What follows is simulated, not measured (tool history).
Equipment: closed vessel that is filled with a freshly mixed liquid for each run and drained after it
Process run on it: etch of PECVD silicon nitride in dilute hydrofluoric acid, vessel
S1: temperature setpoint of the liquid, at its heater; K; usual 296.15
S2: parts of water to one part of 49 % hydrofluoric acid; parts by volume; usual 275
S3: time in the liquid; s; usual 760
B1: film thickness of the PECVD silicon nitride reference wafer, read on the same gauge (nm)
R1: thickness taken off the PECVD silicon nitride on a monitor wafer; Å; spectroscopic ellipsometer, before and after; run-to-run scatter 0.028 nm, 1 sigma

Run 1, hour 0.0: usual settings but S3 950 s; B1 30.027. Result: R1 46.19 Å.
Run 2, hour 64.1: usual settings but S3 950 s; B1 30.021. Result: R1 46.28 Å.
Run 3, hour 99.1: usual settings; B1 30.012. Result: R1 41.68 Å.
Run 4, hour 144.6: usual settings; B1 29.978. Result: R1 41.90 Å.
Run 5, hour 188.7: usual settings but S2 235 parts by volume; B1 29.977. Result: R1 48.62 Å.
Run 6, hour 215.5: usual settings but S3 465 s; B1 29.987. Result: R1 25.89 Å.
Run 7, hour 240.2: usual settings but S3 465 s; B1 30.004. Result: R1 25.57 Å.
Run 8, hour 292.8: usual settings but S3 465 s; B1 30.024. Result: R1 25.65 Å.
Run 9, hour 341.7: usual settings; B1 29.941. Result: R1 41.07 Å.
Run 10, hour 368.1: usual settings but S2 365 parts by volume; B1 30.007. Result: R1 31.29 Å.
Run 11, hour 414.2: usual settings; B1 29.991. Result: R1 41.10 Å.
Run 12, hour 479.9: usual settings but S1 292.15 K; B1 29.971. Result: R1 32.26 Å.
Run 13, hour 598.1: usual settings but S3 600 s; B1 29.999. Result: R1 32.72 Å.
Run 14, hour 623.3: usual settings but S1 298.15 K, S2 315 parts by volume, S3 1200 s; B1 30.002. Result: R1 64.09 Å.
Run 15, hour 671.9: usual settings but S2 400 parts by volume, S3 1065 s; B1 30.004. Result: R1 39.84 Å.
Run 16, hour 732.7: usual settings but S2 175 parts by volume, S3 625 s; B1 29.978. Result: R1 51.53 Å.
Run 17, hour 768.1: usual settings but S1 291.65 K; B1 29.955. Result: R1 30.71 Å.
Run 18, hour 794.3: usual settings but S1 299.15 K, S2 225 parts by volume, S3 410 s; B1 29.992. Result: R1 31.73 Å.
Run 19, hour 848.5: usual settings; B1 30.007. Result: R1 40.80 Å.
Run 20, hour 885.4: usual settings but S1 298.15 K, S2 190 parts by volume, S3 945 s; B1 30.000. Result: R1 83.19 Å.
Run 21, hour 952.2: usual settings but S1 292.15 K, S3 1110 s; B1 29.985. Result: R1 46.01 Å.
Run 22, hour 1148.0: usual settings but S3 1100 s; B1 29.989. Result: R1 58.19 Å.
Run 23, hour 1199.3: usual settings; B1 29.966. Result: R1 40.30 Å.
Run 24, hour 1244.8: usual settings; B1 29.950. Result: R1 40.03 Å.
Run 25, hour 1287.8: usual settings but S1 299.65 K; B1 30.015. Result: R1 49.69 Å.
Run 26, hour 1323.9: usual settings but S1 297.65 K, S2 215 parts by volume, S3 1065 s; B1 30.023. Result: R1 77.64 Å.
Run 27, hour 1349.6: usual settings; B1 29.991. Result: R1 39.20 Å.
Run 28, hour 1493.0: usual settings but S2 205 parts by volume, S3 570 s; B1 30.034. Result: R1 39.43 Å.
Run 29, hour 1564.3: usual settings but S1 300.15 K, S2 415 parts by volume, S3 380 s; B1 30.059. Result: R1 17.97 Å.
Run 30, hour 1610.8: usual settings but S1 292.15 K, S2 335 parts by volume, S3 475 s; B1 29.992. Result: R1 16.96 Å.
Run 31, hour 1671.9: usual settings but S2 215 parts by volume; B1 29.995. Result: R1 53.51 Å.
Run 32, hour 1701.0: usual settings but S1 301.15 K, S3 375 s; B1 29.982. Result: R1 27.78 Å.
Run 33, hour 1766.4: usual settings but S1 291.15 K; B1 29.998. Result: R1 30.38 Å.

Not shown here: 4 entries made in the log between runs. Locate each between two listed runs and compare the hidden state at the listed run before it with the hidden state at the listed run after it:
In the gap between runs 2 and 3: hydrofluoric acid flow meter replaced, repeated, since the last time left the tool worse (hour 75.4)
  hydrofluoric acid flow below the setpoint (%): 12.8 -> 0.231
  the result without the hidden state subtracted from the measured one, R1: -6.71 -> -0.10 Å
In the gap between runs 13 and 14: gauge calibrated (hour 613.8)
  hydrofluoric acid flow below the setpoint (%): 2.65 -> 2.77
  the result without the hidden state subtracted from the measured one, R1: -0.88 -> -1.82 Å
In the gap between runs 17 and 18: thermometer replaced (hour 774.3)
  hydrofluoric acid flow below the setpoint (%): 3.47 -> 3.6
  the result without the hidden state subtracted from the measured one, R1: -1.06 -> -1.19 Å
In the gap between runs 28 and 29: hydrofluoric acid flow meter replaced (hour 1527.5)
  hydrofluoric acid flow below the setpoint (%): 6.98 -> 0.244
  the result without the hidden state subtracted from the measured one, R1: -2.91 -> -0.04 Å
